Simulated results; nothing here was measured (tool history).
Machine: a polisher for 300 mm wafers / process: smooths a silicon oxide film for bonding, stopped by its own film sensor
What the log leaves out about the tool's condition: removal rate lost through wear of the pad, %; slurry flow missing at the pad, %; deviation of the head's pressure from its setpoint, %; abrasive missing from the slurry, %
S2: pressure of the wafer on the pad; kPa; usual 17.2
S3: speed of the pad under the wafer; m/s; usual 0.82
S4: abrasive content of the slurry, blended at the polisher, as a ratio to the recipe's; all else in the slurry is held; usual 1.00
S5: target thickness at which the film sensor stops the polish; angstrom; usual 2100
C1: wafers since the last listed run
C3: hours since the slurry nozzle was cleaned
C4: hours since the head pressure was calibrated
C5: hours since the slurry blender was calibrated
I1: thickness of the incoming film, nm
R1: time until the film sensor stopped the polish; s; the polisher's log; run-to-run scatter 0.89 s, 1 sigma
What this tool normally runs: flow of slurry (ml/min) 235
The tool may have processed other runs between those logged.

Run 1, hour 0.0: usual settings but S2 13.1 kPa; C1 0; wafers polished on this pad 668; C3 884.3; C4 817.3; C5 345.9; I1 246.6. Result: R1 71.6 s.
At hour 9.2: worn pad replaced by a new one.
Run 2, hour 9.7: usual settings but flow of slurry (ml/min) 255, S2 19.3 kPa; C1 60; wafers polished on this pad 5; C3 894.0; C4 827.0; C5 355.6; I1 250.0. Result: R1 53.0 s.
Run 3, hour 53.4: usual settings but S4 0.85; C1 464; wafers polished on this pad 470; C3 937.7; C4 870.7; C5 399.3; I1 250.7. Result: R1 69.0 s.
Run 4, hour 59.8: usual settings but S4 0.85; C1 68; wafers polished on this pad 538; C3 944.1; C4 877.1; C5 405.7; I1 250.4. Result: R1 68.3 s.
Run 5, hour 71.0: usual settings but S3 0.68 m/s; C1 119; wafers polished on this pad 657; C3 955.3; C4 888.3; C5 416.9; I1 249.1. Result: R1 70.3 s.
Run 6, hour 78.9: usual settings but S3 0.68 m/s; C1 83; wafers polished on this pad 741; C3 963.2; C4 896.2; C5 424.8; I1 252.0. Result: R1 75.3 s.
At hour 86.4: worn pad replaced by a new one.
Run 7, hour 88.8: usual settings but S3 0.68 m/s; C1 62; wafers polished on this pad 25; C3 973.1; C4 906.1; C5 434.7; I1 253.1. Result: R1 78.6 s.
Run 8, hour 98.5: usual settings; C1 103; wafers polished on this pad 128; C3 982.8; C4 915.8; C5 444.4; I1 247.4. Result: R1 60.5 s.
Run 9, hour 112.1: usual settings but S2 22.1 kPa; C1 144; wafers polished on this pad 272; C3 996.4; C4 929.4; C5 458.0; I1 246.4. Result: R1 47.9 s.
At hour 114.5: slurry blender recalibrated.
At hour 117.5: slurry nozzle cleaned.
Run 10, hour 124.2: usual settings; C1 96; wafers polished on this pad 369; C3 6.7; C4 941.5; C5 9.7; I1 252.5. Result: R1 51.8 s.
At hour 128.5: head pressure recalibrated.
Run 11, hour 132.0: usual settings; C1 61; wafers polished on this pad 431; C3 14.5; C4 3.5; C5 17.5; I1 248.8. Result: R1 46.8 s.
Run 12, hour 138.4: usual settings; C1 68; wafers polished on this pad 499; C3 20.9; C4 9.9; C5 23.9; I1 248.7. Result: R1 47.4 s.
At hour 156.6: worn pad replaced by a new one.
Run 13, hour 157.1: usual settings; C1 156; wafers polished on this pad 5; C3 39.6; C4 28.6; C5 42.6; I1 254.0. Result: R1 54.6 s.
Run 14, hour 168.6: usual settings but S4 1.20, S5 2130 angstrom; C1 122; wafers polished on this pad 127; C3 51.1; C4 40.1; C5 54.1; I1 250.0. Result: R1 42.8 s.
Run 15, hour 178.0: usual settings; C1 99; wafers polished on this pad 227; C3 60.5; C4 49.5; C5 63.5; I1 247.9. Result: R1 47.0 s.
Run 16, hour 184.3: usual settings; C1 66; wafers polished on this pad 294; C3 66.8; C4 55.8; C5 69.8; I1 253.1. Result: R1 54.4 s.
Run 17, hour 191.6: usual settings but S2 12.4 kPa, S4 0.75; C1 77; wafers polished on this pad 371; C3 74.1; C4 63.1; C5 77.1; I1 252.1. Result: R1 85.1 s.
Run 18, hour 205.0: usual settings but S2 11.0 kPa, S3 0.70 m/s, S4 1.30, S5 2160 angstrom; C1 142; wafers polished on this pad 514; C3 87.5; C4 76.5; C5 90.5; I1 252.5. Result: R1 71.7 s.
Run 19, hour 211.3: usual settings but S4 0.80; C1 66; wafers polished on this pad 581; C3 93.8; C4 82.8; C5 96.8; I1 252.3. Result: R1 62.2 s.
Run 20, hour 221.7: usual settings; C1 110; wafers polished on this pad 691; C3 104.2; C4 93.2; C5 107.2; I1 254.2. Result: R1 55.7 s.
At hour 227.4: worn pad replaced by a new one.
Run 21, hour 228.4: usual settings but S4 1.20, S5 1960 angstrom; C1 28; wafers polished on this pad 10; C3 110.9; C4 99.9; C5 113.9; I1 249.8. Result: R1 63.3 s.
Run 22, hour 241.3: usual settings but S4 0.75; C1 137; wafers polished on this pad 147; C3 123.8; C4 112.8; C5 126.8; I1 249.4. Result: R1 60.0 s.
Run 23, hour 254.7: usual settings but flow of slurry (ml/min) 190; C1 142; wafers polished on this pad 290; C3 137.2; C4 126.2; C5 140.2; I1 252.7. Result: R1 55.8 s.
Run 24, hour 267.4: usual settings but S2 22.8 kPa; C1 135; wafers polished on this pad 425; C3 149.9; C4 138.9; C5 152.9; I1 253.6. Result: R1 44.3 s.
Run 25, hour 281.0: usual settings but S3 0.98 m/s; C1 144; wafers polished on this pad 569; C3 163.5; C4 152.5; C5 166.5; I1 246.6. Result: R1 42.0 s.
Run 26, hour 295.4: usual settings but S2 12.4 kPa, S4 0.85; C1 153; wafers polished on this pad 722; C3 177.9; C4 166.9; C5 180.9; I1 251.4. Result: R1 83.8 s.
At hour 303.3: worn pad replaced by a new one.
Run 27, hour 311.6: usual settings; C1 129; wafers polished on this pad 88; C3 194.1; C4 183.1; C5 197.1; I1 252.8. Result: R1 56.1 s.
Run 28, hour 324.8: usual settings but S2 22.8 kPa, S3 1.02 m/s; C1 140; wafers polished on this pad 228; C3 207.3; C4 196.3; C5 210.3; I1 250.3. Result: R1 35.9 s.
Run 29, hour 339.0: usual settings; C1 150; wafers polished on this pad 379; C3 221.5; C4 210.5; C5 224.5; I1 250.9. Result: R1 56.1 s.

Alternative continuations, all from the tool just after run 29; predict every row:
Run A, hour 339.4: usual settings but S2 11.7 kPa; C1 4; wafers polished on this pad 383; C3 221.9; C4 210.9; C5 224.9; I1 249.7. Result: R1 ?.
Run B, hour 339.4: usual settings but flow of slurry (ml/min) 175, S2 19.3 kPa, S4 1.15, S5 2160 angstrom; C1 4; wafers polished on this pad 383; C3 221.9; C4 210.9; C5 224.9; I1 249.7. Result: R1 ?.
Run C, hour 339.4: usual settings but flow of slurry (ml/min) 270, S3 0.92 m/s; C1 4; wafers polished on this pad 383; C3 221.9; C4 210.9; C5 224.9; I1 249.7. Result: R1 ?.
Run D, hour 339.4: usual settings but S2 21.4 kPa, S3 1.10 m/s, S5 2010 angstrom; C1 4; wafers polished on this pad 383; C3 221.9; C4 210.9; C5 224.9; I1 249.7. Result: R1 ?.
Run E, hour 339.4: usual settings but S2 23.4 kPa, S3 0.56 m/s, S5 2190 angstrom; C1 4; wafers polished on this pad 383; C3 221.9; C4 210.9; C5 224.9; I1 249.7. Result: R1 ?.

run    R1
  A  76.7
  B  38.1
  C  46.9
  D  40.8
  E  40.1
Without the tool's unlogged condition, the same runs would have read:
run    R1
  A  67.7
  B  34.0
  C  41.4
  D  36.1
  E  35.4

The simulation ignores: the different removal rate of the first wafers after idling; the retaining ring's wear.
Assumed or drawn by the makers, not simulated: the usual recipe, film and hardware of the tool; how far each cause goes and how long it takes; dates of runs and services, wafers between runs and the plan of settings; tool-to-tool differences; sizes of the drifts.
